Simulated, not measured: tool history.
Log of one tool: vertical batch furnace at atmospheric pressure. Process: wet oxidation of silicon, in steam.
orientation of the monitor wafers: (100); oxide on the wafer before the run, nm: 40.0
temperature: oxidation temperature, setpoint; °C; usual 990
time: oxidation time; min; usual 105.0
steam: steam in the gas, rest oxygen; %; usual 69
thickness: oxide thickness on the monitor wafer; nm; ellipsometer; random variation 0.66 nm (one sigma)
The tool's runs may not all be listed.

| run | day | temperature | time | steam | wafers since the last listed run | hours since the last temperature calibration | hours since the steam generator was serviced | hours since the gauge calibration | read-back reference wafer on the same gauge, thickness | thickness |
|---|---|---|---|---|---|---|---|---|---|---|
| 1 | 0.000 | 990 | 105.0 | 69 | 0 | 3951.5 | 4191.5 | 209.3 | 464.17 | 413.67 |
| 2 | 0.621 | 1000 | 105.0 | 69 | 101 | 3966.4 | 4206.4 | 224.2 | 463.99 | 442.25 |
| 3 | 1.017 | 1000 | 105.0 | 69 | 65 | 3975.9 | 4215.9 | 233.7 | 463.82 | 442.52 |
| 4 | 1.883 | 1000 | 105.0 | 69 | 142 | 3996.7 | 4236.7 | 254.5 | 464.07 | 441.79 |
|  | 4.729 | steam generator serviced |
| 5 | 4.750 | 990 | 105.0 | 69 | 306 | 4065.5 | 0.5 | 323.3 | 463.78 | 439.44 |
| 6 | 5.042 | 990 | 105.0 | 69 | 47 | 4072.5 | 7.5 | 330.3 | 464.09 | 440.75 |
|  | 5.579 | gauge calibrated |
| 7 | 5.729 | 990 | 105.0 | 69 | 112 | 4089.0 | 24.0 | 3.6 | 463.84 | 439.21 |
| 8 | 6.517 | 990 | 105.0 | 69 | 129 | 4107.9 | 42.9 | 22.5 | 463.89 | 439.99 |
| 9 | 7.021 | 990 | 65.5 | 78 | 82 | 4120.0 | 55.0 | 34.6 | 464.03 | 350.35 |
| 10 | 7.871 | 1005 | 75.0 | 69 | 139 | 4140.4 | 75.4 | 55.0 | 463.97 | 390.57 |
| 11 | 8.775 | 990 | 127.5 | 64 | 148 | 4162.1 | 97.1 | 76.7 | 463.81 | 474.89 |
|  | 9.967 | thermocouples replaced and temperature profile calibrated |
| 12 | 9.988 | 990 | 105.0 | 69 | 34 | 0.5 | 126.2 | 105.8 | 464.35 | 438.58 |
| 13 | 10.221 | 970 | 124.0 | 65 | 38 | 6.1 | 131.8 | 111.4 | 463.89 | 409.97 |
| 14 | 10.979 | 990 | 105.0 | 69 | 124 | 24.3 | 150.0 | 129.6 | 463.86 | 439.52 |
| 15 | 11.504 | 979 | 79.0 | 69 | 86 | 36.9 | 162.6 | 142.2 | 464.04 | 337.02 |
| 16 | 13.471 | 968 | 105.0 | 74 | 323 | 84.1 | 209.8 | 189.4 | 463.69 | 393.00 |
| 17 | 14.308 | 966 | 58.0 | 80 | 137 | 104.2 | 229.9 | 209.5 | 463.80 | 271.81 |

Forecast each of these 3 alternatives for the next run:
| A | 14.542 | 990 | 105.0 | 69 | 38 | 109.8 | 235.5 | 215.1 | ? | ? |
| B | 14.542 | 977 | 105.0 | 69 | 38 | 109.8 | 235.5 | 215.1 | ? | ? |
| C | 14.542 | 990 | 105.0 | 57 | 38 | 109.8 | 235.5 | 215.1 | ? | ? |

| run | read-back reference wafer on the same gauge, thickness | thickness |
|---|---|---|
| A | 463.92 | 439.01 |
| B | 463.92 | 400.96 |
| C | 463.92 | 387.68 |
Without the tool's hidden state the same runs would have given:
| run | thickness |
|---|---|
| A | 443.24 |
| B | 404.92 |
| C | 391.45 |
